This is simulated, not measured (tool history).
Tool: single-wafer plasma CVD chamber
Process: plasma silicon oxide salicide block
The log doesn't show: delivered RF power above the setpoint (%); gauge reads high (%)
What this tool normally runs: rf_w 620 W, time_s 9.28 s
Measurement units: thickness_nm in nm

| run | hour | rf_w | time_s | wafers since the last listed run | hours since the last RF generator calibration | hours since the showerhead was replaced | hours since the gauge calibration | read-back reference wafer on the same gauge, thickness_nm | thickness_nm |
|---|---|---|---|---|---|---|---|---|---|
| 1 | 0 | 620 | 9.28 | 0 | 361.8 | 2484.1 | 1167.3 | 105.691 | 91.148 |
|  | 39.7 | gauge calibrated |
| 2 | 46.4 | 620 | 9.28 | 1685 | 408.2 | 2530.5 | 6.7 | 105.679 | 90.822 |
| 3 | 72.1 | 620 | 9.28 | 933 | 433.9 | 2556.2 | 32.4 | 105.714 | 91.077 |
| 4 | 115.7 | 530 | 9.28 | 1584 | 477.5 | 2599.8 | 76 | 105.702 | 87.55 |
| 5 | 278 | 620 | 10.39 | 5896 | 639.8 | 2762.1 | 238.3 | 105.74 | 101.852 |
| 6 | 341.1 | 620 | 10.39 | 2292 | 702.9 | 2825.2 | 301.4 | 105.769 | 101.396 |
| 7 | 384.4 | 620 | 10.39 | 1573 | 746.2 | 2868.5 | 344.7 | 105.621 | 101.694 |
| 8 | 434.1 | 570 | 9.28 | 1805 | 795.9 | 2918.2 | 394.4 | 105.671 | 88.871 |
| 9 | 479.7 | 570 | 9.28 | 1656 | 841.5 | 2963.8 | 440 | 105.691 | 89.215 |
| 10 | 534.4 | 695 | 9.28 | 1987 | 896.2 | 3018.5 | 494.7 | 105.734 | 93.674 |
| 11 | 593 | 620 | 10.21 | 2129 | 954.8 | 3077.1 | 553.3 | 105.688 | 99.73 |
| 12 | 655.9 | 620 | 10.21 | 2285 | 1017.7 | 3140 | 616.2 | 105.684 | 99.303 |
| 13 | 680.5 | 620 | 10.21 | 893 | 1042.3 | 3164.6 | 640.8 | 105.719 | 99.529 |
| 14 | 731.1 | 620 | 9.28 | 1838 | 1092.9 | 3215.2 | 691.4 | 105.707 | 90.415 |
| 15 | 795.8 | 620 | 8.79 | 2350 | 1157.6 | 3279.9 | 756.1 | 105.714 | 85.549 |
| 16 | 824.9 | 620 | 8.79 | 1057 | 1186.7 | 3309 | 785.2 | 105.735 | 85.756 |
| 17 | 883 | 620 | 8.79 | 2110 | 1244.8 | 3367.1 | 843.3 | 105.709 | 85.718 |
| 18 | 932 | 570 | 8.43 | 1780 | 1293.8 | 3416.1 | 892.3 | 105.689 | 80.101 |
| 19 | 974.9 | 565 | 10.35 | 1558 | 1336.7 | 3459 | 935.2 | 105.703 | 98.467 |
|  | 1014 | showerhead replaced |
| 20 | 1040 | 620 | 9.28 | 2074 | 1401.8 | 26 | 1000.3 | 105.703 | 89.661 |
| 21 | 1064.3 | 500 | 9.28 | 882 | 1426.1 | 50.3 | 1024.6 | 105.657 | 85.44 |
| 22 | 1118.5 | 620 | 9.28 | 1969 | 1480.3 | 104.5 | 1078.8 | 105.687 | 90.062 |
| 23 | 1166.9 | 660 | 10.87 | 1758 | 1528.7 | 152.9 | 1127.2 | 105.698 | 106.372 |
|  | 1183 | RF generator calibrated |
| 24 | 1318.5 | 735 | 8.69 | 5217 | 135.5 | 304.5 | 1278.8 | 105.666 | 89.118 |
| 25 | 1349.3 | 620 | 11.13 | 1119 | 166.3 | 335.3 | 1309.6 | 105.779 | 109.163 |
|  | 1406.7 | gauge calibrated |
| 26 | 1412.3 | 620 | 10.6 | 2288 | 229.3 | 398.3 | 5.6 | 105.704 | 104.257 |
| 27 | 1447.5 | 620 | 9.28 | 1278 | 264.5 | 433.5 | 40.8 | 105.628 | 91.15 |
| 28 | 1478.1 | 620 | 9.28 | 1111 | 295.1 | 464.1 | 71.4 | 105.705 | 91.114 |
| 29 | 1521.5 | 530 | 7.6 | 1576 | 338.5 | 507.5 | 114.8 | 105.695 | 71.876 |
| 30 | 1553.3 | 585 | 10.44 | 1155 | 370.3 | 539.3 | 146.6 | 105.727 | 101.209 |
| 31 | 1604.3 | 495 | 7.76 | 1852 | 421.3 | 590.3 | 197.6 | 105.653 | 72.001 |
| 32 | 1673 | 740 | 7.53 | 2495 | 490 | 659 | 266.3 | 105.699 | 77.249 |
| 33 | 1704.4 | 620 | 9.28 | 1140 | 521.4 | 690.4 | 297.7 | 105.709 | 90.619 |
| 34 | 1764.5 | 620 | 9.28 | 2183 | 581.5 | 750.5 | 357.8 | 105.652 | 90.892 |
| 35 | 1795.8 | 735 | 11.03 | 1137 | 612.8 | 781.8 | 389.1 | 105.73 | 112.392 |
| 36 | 1839 | 515 | 10.01 | 1569 | 656 | 825 | 432.3 | 105.709 | 93.59 |

State the hidden condition of the tool at each of the runs:
gauge reads high (%): 0 across all the runs
H1: delivered RF power above the setpoint (%)
| run | H1 |
|---|---|
| 1 | -0.79 |
| 2 | -0.889 |
| 3 | -0.948 |
| 4 | -1.06 |
| 5 | -1.56 |
| 6 | -1.79 |
| 7 | -1.97 |
| 8 | -2.18 |
| 9 | -2.38 |
| 10 | -2.65 |
| 11 | -2.95 |
| 12 | -3.29 |
| 13 | -3.43 |
| 14 | -3.73 |
| 15 | -4.13 |
| 16 | -4.32 |
| 17 | -4.71 |
| 18 | -5.05 |
| 19 | -5.36 |
| 20 | -5.85 |
| 21 | -6.04 |
| 22 | -6.48 |
| 23 | -6.88 |
| 24 | -0.451 |
| 25 | -0.476 |
| 26 | -0.545 |
| 27 | -0.593 |
| 28 | -0.64 |
| 29 | -0.716 |
| 30 | -0.778 |
| 31 | -0.89 |
| 32 | -1.06 |
| 33 | -1.15 |
| 34 | -1.33 |
| 35 | -1.44 |
| 36 | -1.59 |
